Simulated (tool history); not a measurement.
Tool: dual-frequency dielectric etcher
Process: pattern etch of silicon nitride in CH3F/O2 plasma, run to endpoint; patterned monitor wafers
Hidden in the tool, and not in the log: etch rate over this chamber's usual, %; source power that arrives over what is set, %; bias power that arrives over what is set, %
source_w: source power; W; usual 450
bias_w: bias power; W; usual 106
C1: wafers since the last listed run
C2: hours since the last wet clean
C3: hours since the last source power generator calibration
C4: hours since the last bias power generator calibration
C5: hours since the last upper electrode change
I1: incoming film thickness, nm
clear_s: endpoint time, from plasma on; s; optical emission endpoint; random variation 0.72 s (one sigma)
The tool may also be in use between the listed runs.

{"run": 1, "hour": 0.0, "source_w": 380, "bias_w": 86, "C1": 0, "C2": 66.3, "C3": 1583.9, "C4": 4112.8, "C5": 2512.1, "I1": 81.2, "clear_s": 93.9}
{"run": 2, "hour": 52.3, "source_w": 380, "bias_w": 86, "C1": 508, "C2": 118.6, "C3": 1636.2, "C4": 4165.1, "C5": 2564.4, "I1": 81.9, "clear_s": 94.1}
{"run": 3, "hour": 114.8, "source_w": 450, "bias_w": 106, "C1": 608, "C2": 181.1, "C3": 1698.7, "C4": 4227.6, "C5": 2626.9, "I1": 81.9, "clear_s": 83.8}
{"run": 4, "hour": 146.3, "source_w": 530, "bias_w": 106, "C1": 306, "C2": 212.6, "C3": 1730.2, "C4": 4259.1, "C5": 2658.4, "I1": 83.1, "clear_s": 81.4}
{"run": 5, "hour": 205.1, "source_w": 530, "bias_w": 106, "C1": 572, "C2": 271.4, "C3": 1789, "C4": 4317.9, "C5": 2717.2, "I1": 81.6, "clear_s": 78.9}
{"run": 6, "hour": 240.9, "source_w": 450, "bias_w": 106, "C1": 348, "C2": 307.2, "C3": 1824.8, "C4": 4353.7, "C5": 2753, "I1": 82, "clear_s": 83.4}
{"hour": 315.0, "done": "wet clean of the chamber"}
{"run": 7, "hour": 352.1, "source_w": 450, "bias_w": 106, "C1": 848, "C2": 37.1, "C3": 1936, "C4": 4464.9, "C5": 2864.2, "I1": 82.6, "clear_s": 85.1}
{"run": 8, "hour": 390.1, "source_w": 400, "bias_w": 106, "C1": 369, "C2": 75.1, "C3": 1974, "C4": 4502.9, "C5": 2902.2, "I1": 81.9, "clear_s": 86.8}
{"run": 9, "hour": 426.9, "source_w": 400, "bias_w": 106, "C1": 358, "C2": 111.9, "C3": 2010.8, "C4": 4539.7, "C5": 2939, "I1": 82.3, "clear_s": 88}
{"run": 10, "hour": 462.5, "source_w": 400, "bias_w": 106, "C1": 346, "C2": 147.5, "C3": 2046.4, "C4": 4575.3, "C5": 2974.6, "I1": 82.2, "clear_s": 86.1}
{"hour": 517.9, "done": "upper electrode replaced"}
{"hour": 519.7, "done": "source power generator calibrated"}
{"run": 11, "hour": 520.2, "source_w": 450, "bias_w": 106, "C1": 309, "C2": 205.2, "C3": 0.5, "C4": 4633, "C5": 2.3, "I1": 81.4, "clear_s": 83.3}
{"run": 12, "hour": 554.4, "source_w": 450, "bias_w": 124, "C1": 332, "C2": 239.4, "C3": 34.7, "C4": 4667.2, "C5": 36.5, "I1": 82, "clear_s": 80.8}
{"run": 13, "hour": 620.8, "source_w": 450, "bias_w": 124, "C1": 646, "C2": 305.8, "C3": 101.1, "C4": 4733.6, "C5": 102.9, "I1": 81.1, "clear_s": 77.1}
{"run": 14, "hour": 654.2, "source_w": 450, "bias_w": 124, "C1": 324, "C2": 339.2, "C3": 134.5, "C4": 4767, "C5": 136.3, "I1": 83.1, "clear_s": 80.3}
{"run": 15, "hour": 702.1, "source_w": 480, "bias_w": 92, "C1": 466, "C2": 387.1, "C3": 182.4, "C4": 4814.9, "C5": 184.2, "I1": 81.3, "clear_s": 81.7}
{"hour": 754.3, "done": "wet clean of the chamber"}
{"run": 16, "hour": 754.8, "source_w": 450, "bias_w": 106, "C1": 279, "C2": 0.5, "C3": 235.1, "C4": 4867.6, "C5": 236.9, "I1": 81.8, "clear_s": 86.1}
{"run": 17, "hour": 764.3, "source_w": 380, "bias_w": 86, "C1": 92, "C2": 10, "C3": 244.6, "C4": 4877.1, "C5": 246.4, "I1": 81.8, "clear_s": 94.5}
{"run": 18, "hour": 818.8, "source_w": 450, "bias_w": 98, "C1": 530, "C2": 64.5, "C3": 299.1, "C4": 4931.6, "C5": 300.9, "I1": 82.3, "clear_s": 86.8}
{"run": 19, "hour": 856.0, "source_w": 500, "bias_w": 87, "C1": 361, "C2": 101.7, "C3": 336.3, "C4": 4968.8, "C5": 338.1, "I1": 80.8, "clear_s": 86.6}
{"run": 20, "hour": 898.6, "source_w": 450, "bias_w": 99, "C1": 414, "C2": 144.3, "C3": 378.9, "C4": 5011.4, "C5": 380.7, "I1": 83, "clear_s": 87}
{"run": 21, "hour": 943.0, "source_w": 520, "bias_w": 114, "C1": 432, "C2": 188.7, "C3": 423.3, "C4": 5055.8, "C5": 425.1, "I1": 82.2, "clear_s": 78.9}
{"run": 22, "hour": 1091.6, "source_w": 520, "bias_w": 128, "C1": 1445, "C2": 337.3, "C3": 571.9, "C4": 5204.4, "C5": 573.7, "I1": 82.1, "clear_s": 75.2}
{"hour": 1153.2, "done": "wet clean of the chamber"}
{"run": 23, "hour": 1153.7, "source_w": 390, "bias_w": 123, "C1": 370, "C2": 0.5, "C3": 634, "C4": 5266.5, "C5": 635.8, "I1": 82.8, "clear_s": 86.9}
{"hour": 1170.7, "done": "bias power generator calibrated"}
{"run": 24, "hour": 1191.1, "source_w": 410, "bias_w": 82, "C1": 324, "C2": 37.9, "C3": 671.4, "C4": 20.4, "C5": 673.2, "I1": 82.1, "clear_s": 95.5}
{"run": 25, "hour": 1237.9, "source_w": 340, "bias_w": 106, "C1": 455, "C2": 84.7, "C3": 718.2, "C4": 67.2, "C5": 720, "I1": 81.6, "clear_s": 91.2}
{"run": 26, "hour": 1270.4, "source_w": 560, "bias_w": 88, "C1": 316, "C2": 117.2, "C3": 750.7, "C4": 99.7, "C5": 752.5, "I1": 82.9, "clear_s": 84.7}
{"run": 27, "hour": 1330.3, "source_w": 450, "bias_w": 106, "C1": 582, "C2": 177.1, "C3": 810.6, "C4": 159.6, "C5": 812.4, "I1": 81.7, "clear_s": 83}
{"run": 28, "hour": 1371.2, "source_w": 520, "bias_w": 123, "C1": 397, "C2": 218, "C3": 851.5, "C4": 200.5, "C5": 853.3, "I1": 82.7, "clear_s": 77.6}
{"run": 29, "hour": 1419.5, "source_w": 450, "bias_w": 85, "C1": 469, "C2": 266.3, "C3": 899.8, "C4": 248.8, "C5": 901.6, "I1": 81.8, "clear_s": 88.7}
{"run": 30, "hour": 1453.1, "source_w": 450, "bias_w": 81, "C1": 326, "C2": 299.9, "C3": 933.4, "C4": 282.4, "C5": 935.2, "I1": 82.1, "clear_s": 90.3}
{"hour": 1482.0, "done": "wet clean of the chamber"}
{"run": 31, "hour": 1495.5, "source_w": 450, "bias_w": 106, "C1": 179, "C2": 13.5, "C3": 975.8, "C4": 324.8, "C5": 977.6, "I1": 81.4, "clear_s": 84.7}
{"run": 32, "hour": 1560.1, "source_w": 340, "bias_w": 106, "C1": 628, "C2": 78.1, "C3": 1040.4, "C4": 389.4, "C5": 1042.2, "I1": 82, "clear_s": 92.3}
{"run": 33, "hour": 1610.9, "source_w": 450, "bias_w": 106, "C1": 494, "C2": 128.9, "C3": 1091.2, "C4": 440.2, "C5": 1093, "I1": 82.2, "clear_s": 85.3}
{"run": 34, "hour": 1660.6, "source_w": 340, "bias_w": 91, "C1": 483, "C2": 178.6, "C3": 1140.9, "C4": 489.9, "C5": 1142.7, "I1": 81.6, "clear_s": 94.4}
{"run": 35, "hour": 1702.4, "source_w": 530, "bias_w": 130, "C1": 406, "C2": 220.4, "C3": 1182.7, "C4": 531.7, "C5": 1184.5, "I1": 81.6, "clear_s": 74.8}

How the hidden state differs across the entries between the runs, from the last listed run before each to the first after it:
Between runs 6 and 7: wet clean of the chamber (hour 315)
  etch rate over this chamber's usual, %: 2.84 -> 0.681
  measured less the result without the state, clear_s: -2.4 -> -0.5 s
Between runs 10 and 11: upper electrode replaced (hour 517.9); source power generator calibrated (hour 519.7)
  etch rate over this chamber's usual, %: 1.77 -> 2.34
  measured less the result without the state, clear_s: -1.5 -> -2 s
Between runs 15 and 16: wet clean of the chamber (hour 754.3)
  etch rate over this chamber's usual, %: 4.13 -> -0.472
  measured less the result without the state, clear_s: -3.4 -> +0.4 s
Between runs 22 and 23: wet clean of the chamber (hour 1153.2)
  etch rate over this chamber's usual, %: 2.84 -> 0.0657
  measured less the result without the state, clear_s: -2.1 -> +0 s
Between runs 23 and 24: bias power generator calibrated (hour 1170.7)
  etch rate over this chamber's usual, %: 0.0657 -> 0.434
  measured less the result without the state, clear_s: +0 -> -0.4 s
Between runs 30 and 31: wet clean of the chamber (hour 1482)
  etch rate over this chamber's usual, %: 3.01 -> -0.128
  measured less the result without the state, clear_s: -2.7 -> +0.1 s
